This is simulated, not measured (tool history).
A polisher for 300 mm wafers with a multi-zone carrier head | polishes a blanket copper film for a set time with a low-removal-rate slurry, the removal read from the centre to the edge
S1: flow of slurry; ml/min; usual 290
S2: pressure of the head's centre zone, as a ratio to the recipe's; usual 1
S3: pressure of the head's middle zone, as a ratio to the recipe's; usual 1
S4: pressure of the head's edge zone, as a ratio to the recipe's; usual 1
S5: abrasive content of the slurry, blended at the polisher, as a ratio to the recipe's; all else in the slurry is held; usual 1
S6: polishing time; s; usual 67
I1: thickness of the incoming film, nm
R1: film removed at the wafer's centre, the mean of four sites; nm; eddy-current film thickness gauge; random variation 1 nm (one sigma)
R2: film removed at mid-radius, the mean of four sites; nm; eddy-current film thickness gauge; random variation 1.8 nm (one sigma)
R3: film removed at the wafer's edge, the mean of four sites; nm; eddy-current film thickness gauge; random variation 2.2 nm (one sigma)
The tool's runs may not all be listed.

Run 1, hour 0: usual settings but S3 0.96, S4 0.92, S5 1.15; I1 1567.2. Result: R1 164.1 nm, R2 166.3 nm, R3 163.4 nm.
Run 2, hour 8.7: usual settings but S1 320 ml/min, S4 0.91, S6 49 s; I1 1580.8. Result: R1 118.9 nm, R2 120 nm, R3 117.1 nm.
Run 3, hour 22.1: usual settings but S4 0.92, S6 83 s; I1 1589.1. Result: R1 193.6 nm, R2 202.1 nm, R3 190 nm.
Run 4, hour 34.4: usual settings but S3 0.92, S4 0.88, S5 1.25; I1 1552.3. Result: R1 160.9 nm, R2 160.6 nm, R3 157.8 nm.
Run 5, hour 47.2: usual settings but S4 0.92, S6 83 s; I1 1578. Result: R1 204 nm, R2 213.3 nm, R3 200.9 nm.
Run 6, hour 52.7: usual settings but S1 250 ml/min, S3 1.09, S6 86 s; I1 1576. Result: R1 209.3 nm, R2 232.4 nm, R3 215.7 nm.
Run 7, hour 62.9: usual settings; I1 1542.6. Result: R1 164.8 nm, R2 168 nm, R3 166.5 nm.
Run 8, hour 75: usual settings but S1 255 ml/min; I1 1554.7. Result: R1 163.7 nm, R2 164.3 nm, R3 169.5 nm.
Run 9, hour 87.3: usual settings; I1 1558.9. Result: R1 164.7 nm, R2 169 nm, R3 172.9 nm.
Run 10, hour 99.8: usual settings but S3 0.93, S6 73 s; I1 1558.1. Result: R1 179.3 nm, R2 170.6 nm, R3 188.4 nm.
Run 11, hour 109.5: usual settings but S4 0.91, S5 1.1; I1 1572.9. Result: R1 166.9 nm, R2 173.6 nm, R3 167.4 nm.
Run 12, hour 126.6: usual settings but S5 1.25; I1 1595. Result: R1 170.1 nm, R2 172.4 nm, R3 175.1 nm.
Run 13, hour 133.4: usual settings; I1 1567.4. Result: R1 159.6 nm, R2 163.3 nm, R3 164.6 nm.
Run 14, hour 143.6: usual settings but S1 360 ml/min, S5 0.9, S6 86 s; I1 1589.1. Result: R1 203.5 nm, R2 203.2 nm, R3 206.4 nm.
Run 15, hour 152: usual settings but S3 0.95, S5 1.15, S6 86 s; I1 1591.3. Result: R1 208.8 nm, R2 203.7 nm, R3 215.2 nm.
Run 16, hour 169: usual settings but S3 0.9, S6 79 s; I1 1554.4. Result: R1 181.6 nm, R2 175.5 nm, R3 185 nm.
Run 17, hour 178.8: usual settings; I1 1567.3. Result: R1 151.4 nm, R2 155.1 nm, R3 157.4 nm.
Run 18, hour 193.2: usual settings but S6 77 s; I1 1595.5. Result: R1 189.2 nm, R2 195.5 nm, R3 201.6 nm.
Run 19, hour 206.1: usual settings; I1 1580.3. Result: R1 165.8 nm, R2 169.8 nm, R3 168.1 nm.
Run 20, hour 222.2: usual settings; I1 1573.9. Result: R1 164.8 nm, R2 167.9 nm, R3 165 nm.
Run 21, hour 237.6: usual settings but S1 240 ml/min, S5 0.75; I1 1571.6. Result: R1 150.4 nm, R2 152.9 nm, R3 155.1 nm.
Run 22, hour 245.8: usual settings; I1 1596.9. Result: R1 164.2 nm, R2 164.7 nm, R3 166.6 nm.

Not shown: 4 entries that the log had between the listed runs. Between which runs, and how does the tool's hidden state differ before and after?
Between runs 4 and 5: worn pad replaced by a new one (hour 46.7)
  removal rate lost through wear of the pad, %: 6.95 -> 0.0609
  measured less the result without the state, R1: -12 -> -0.1 nm; R2: -12 -> -0.2 nm; R3: -11.8 -> -0.1 nm
Between runs 6 and 7: carrier head's membrane replaced by a new one (hour 62.4)
  removal rate lost through wear of the pad, %: 0.0794 -> 0.197
  measured less the result without the state, R1: -0.2 -> -0.3 nm; R2: -0.2 -> -0.3 nm; R3: -0.2 -> -0.3 nm
Between runs 11 and 12: slurry nozzle cleaned (hour 126.1)
  removal rate lost through wear of the pad, %: 2.11 -> 3.37
  measured less the result without the state, R1: -3.6 -> -5.9 nm; R2: -3.7 -> -6 nm; R3: -3.6 -> -6.1 nm
Between runs 17 and 18: worn pad replaced by a new one (hour 191.1)
  removal rate lost through wear of the pad, %: 9.11 -> 0.34
  measured less the result without the state, R1: -15.1 -> -0.7 nm; R2: -15.5 -> -0.7 nm; R3: -15.8 -> -0.7 nm
